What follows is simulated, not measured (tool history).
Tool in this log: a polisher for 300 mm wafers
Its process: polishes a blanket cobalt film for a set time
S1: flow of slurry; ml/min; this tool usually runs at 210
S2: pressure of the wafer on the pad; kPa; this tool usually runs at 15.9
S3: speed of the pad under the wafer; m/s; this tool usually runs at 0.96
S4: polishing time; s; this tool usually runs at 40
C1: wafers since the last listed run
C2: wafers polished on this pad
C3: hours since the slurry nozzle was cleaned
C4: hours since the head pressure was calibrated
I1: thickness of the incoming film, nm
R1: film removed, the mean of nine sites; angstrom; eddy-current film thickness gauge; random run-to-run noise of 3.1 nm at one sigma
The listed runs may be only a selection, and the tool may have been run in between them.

run   hour   S1    S2    S3  S4   C1    C2     C3     C4     I1    R1
  1      0  210  15.9  0.96  40    0   509  313.8  115.1    707  2086
  2   44.2  210  15.9  0.96  40  597  1106    358  159.3  714.7  2113
        50  -- worn pad replaced by a new one, of another model than before
  3     54  210  15.9  0.96  40   78    54  367.8  169.1    716  2244
  4   66.3  210  15.9  0.96  40  166   220  380.1  181.4  710.2  2195
      80.5  -- slurry nozzle cleaned
  5     81  210  15.9  0.96  40  185   406    0.5  196.1  699.1  2357
  6   96.9  210  15.9  0.96  40  214   620   16.4    212  711.4  2302
  7  113.4  210  11.7  0.96  40  223   843   32.9  228.5  715.5  1682
  8  130.4  210  15.9  1.16  40  229  1073   49.9  245.5  715.7  2535
  9  137.1  210  15.9  0.96  40   90  1164   56.6  252.2  711.6  2262
     148.2  -- worn pad replaced by a new one
 10  152.1  240  15.9  1.26  40  148    52   71.6  267.2  709.5  2708
     158.3  -- head pressure recalibrated
 11    166  210  11.7  0.96  40  160   213   85.5    7.7  704.6  1691
 12  173.8  210  19.3  1.08  40  105   319   93.3   15.5  704.4  2916
 13  185.4  210  15.9  0.96  40  156   475  104.9   27.1  697.5  2260
 14  193.6  160  13.1  0.96  35  110   586  113.1   35.3  716.2  1587
 15  204.7  280  19.3  0.96  40  150   736  124.2   46.4  702.3  2807

List, for all runs, the conditions of the tool that the log does not record:
removal rate lost through wear of the pad, %: 0 at every run
deviation of the head's pressure from its setpoint, %: 0 at every run
H1: slurry flow missing at the pad, %
run    H1
  1  39.6
  2  40.7
  3  40.9
  4  41.2
  5  0.43
  6  5.21
  7   9.6
  8  13.6
  9    15
 10    18
 11  20.4
 12  21.7
 13  23.4
 14  24.6
 15    26

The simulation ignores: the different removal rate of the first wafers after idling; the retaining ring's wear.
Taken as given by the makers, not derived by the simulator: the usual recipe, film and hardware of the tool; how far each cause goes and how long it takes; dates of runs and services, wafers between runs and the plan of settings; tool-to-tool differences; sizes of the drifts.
